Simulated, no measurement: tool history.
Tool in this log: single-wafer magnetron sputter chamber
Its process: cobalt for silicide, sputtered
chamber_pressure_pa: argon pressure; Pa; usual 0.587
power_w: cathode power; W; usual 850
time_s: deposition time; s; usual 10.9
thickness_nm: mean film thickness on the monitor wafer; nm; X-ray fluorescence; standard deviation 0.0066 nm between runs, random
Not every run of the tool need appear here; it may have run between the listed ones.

run,day,chamber_pressure_pa,power_w,time_s,wafers since the last listed run,wafers on the sputter target,hours since the last manometer calibration,hours since the magnet pack was replaced,hours since the gauge calibration,"read-back reference wafer on the same gauge, thickness_nm",thickness_nm
1,0.000,0.587,850,10.9,0,5120,1223.9,9809.3,127.1,3.786,4.321
2,0.454,0.587,850,10.9,450,5571,1234.8,9820.2,138.0,3.790,4.327
3,0.821,0.587,850,10.9,363,5935,1243.6,9829.0,146.8,3.788,4.309
4,1.254,0.587,850,10.9,430,6365,1254.0,9839.4,157.2,3.789,4.306
# day 2.129: sputter target and shields replaced
5,2.150,0.587,850,10.9,558,20,1275.5,9860.9,178.7,3.791,4.380
6,2.567,0.485,950,10.9,413,433,1285.5,9870.9,188.7,3.788,5.015
7,2.821,0.587,700,10.9,252,686,1291.6,9877.0,194.8,3.790,3.591
8,3.346,0.587,700,10.9,521,1207,1304.2,9889.6,207.4,3.790,3.578
9,4.000,0.587,850,12.3,649,1856,1319.9,9905.3,223.1,3.793,4.896
10,4.338,0.587,850,10.9,335,2191,1328.0,9913.4,231.2,3.787,4.350
11,4.642,0.587,850,10.9,301,2493,1335.3,9920.7,238.5,3.790,4.325
12,5.021,0.587,850,10.9,376,2870,1344.4,9929.8,247.6,3.791,4.327
# day 5.875: magnet pack replaced
13,5.896,0.587,850,10.9,537,3407,1365.4,0.5,268.6,3.791,4.328
14,6.008,0.587,850,10.9,111,3519,1368.1,3.2,271.3,3.789,4.326
15,6.508,0.587,850,10.9,496,4015,1380.1,15.2,283.3,3.789,4.318
16,6.867,0.587,700,10.9,355,4371,1388.7,23.8,291.9,3.789,3.560
17,7.492,0.392,850,10.9,620,4991,1403.7,38.8,306.9,3.790,4.536
# day 8.033: sputter target and shields replaced
18,8.054,0.587,1000,10.2,227,19,1417.2,52.3,320.4,3.791,4.829
19,8.496,0.587,850,10.9,438,458,1427.8,62.9,331.0,3.790,4.360
20,8.946,0.428,900,9.3,446,904,1438.6,73.7,341.8,3.793,4.101
# day 9.467: gauge calibrated
21,9.692,0.587,650,10.2,740,1645,1456.5,91.6,5.4,3.792,3.109
22,9.971,0.352,900,9.0,277,1922,1463.2,98.3,12.1,3.789,4.025
23,10.271,0.806,850,11.5,297,2220,1470.4,105.5,19.3,3.790,4.326
24,10.729,0.675,1000,12.1,454,2675,1481.4,116.5,30.3,3.790,5.516
25,11.329,0.587,850,10.9,595,3270,1495.8,130.9,44.7,3.792,4.323
# day 11.733: capacitance manometer re-zeroed and calibrated
26,11.754,0.675,1000,12.1,90,3361,0.5,141.1,54.9,3.791,5.515
27,12.371,0.392,850,10.9,612,3973,15.3,155.9,69.7,3.792,4.533
28,13.108,0.524,800,9.4,732,4705,33.0,173.6,87.4,3.791,3.553
29,13.383,0.518,650,9.8,272,4978,39.6,180.2,94.0,3.789,3.016
30,14.346,0.587,650,9.6,955,5934,62.7,203.3,117.1,3.789,2.900
# day 14.946: sputter target and shields replaced
31,14.967,0.587,850,9.5,285,18,77.6,218.2,132.0,3.790,3.811

What differs in the tool's unlogged condition from the final listed run ahead of each entry between runs to the first listed run following it?
Logged between run 4 and run 5: sputter target and shields replaced (day 2.129)
  deposition rate above that of a new target (%): -1.62 -> -0.089
  measured less the result without the state, thickness_nm: -0.071 -> -0.004 nm
Logged between run 12 and run 13: magnet pack replaced (day 5.875)
  deposition rate above that of a new target (%): -1.28 -> -1.43
  measured less the result without the state, thickness_nm: -0.057 -> -0.063 nm
Logged between run 17 and run 18: sputter target and shields replaced (day 8.033)
  deposition rate above that of a new target (%): -1.59 -> -0.172
  measured less the result without the state, thickness_nm: -0.073 -> -0.008 nm
Logged between run 20 and run 21: gauge calibrated (day 9.467)
  deposition rate above that of a new target (%): -0.71 -> -1.02
  measured less the result without the state, thickness_nm: -0.029 -> -0.032 nm
Logged between run 25 and run 26: capacitance manometer re-zeroed and calibrated (day 11.733)
  deposition rate above that of a new target (%): -1.44 -> -1.51
  measured less the result without the state, thickness_nm: -0.064 -> -0.085 nm
Logged between run 30 and run 31: sputter target and shields replaced (day 14.946)
  deposition rate above that of a new target (%): -1.73 -> -0.279
  measured less the result without the state, thickness_nm: -0.051 -> -0.011 nm
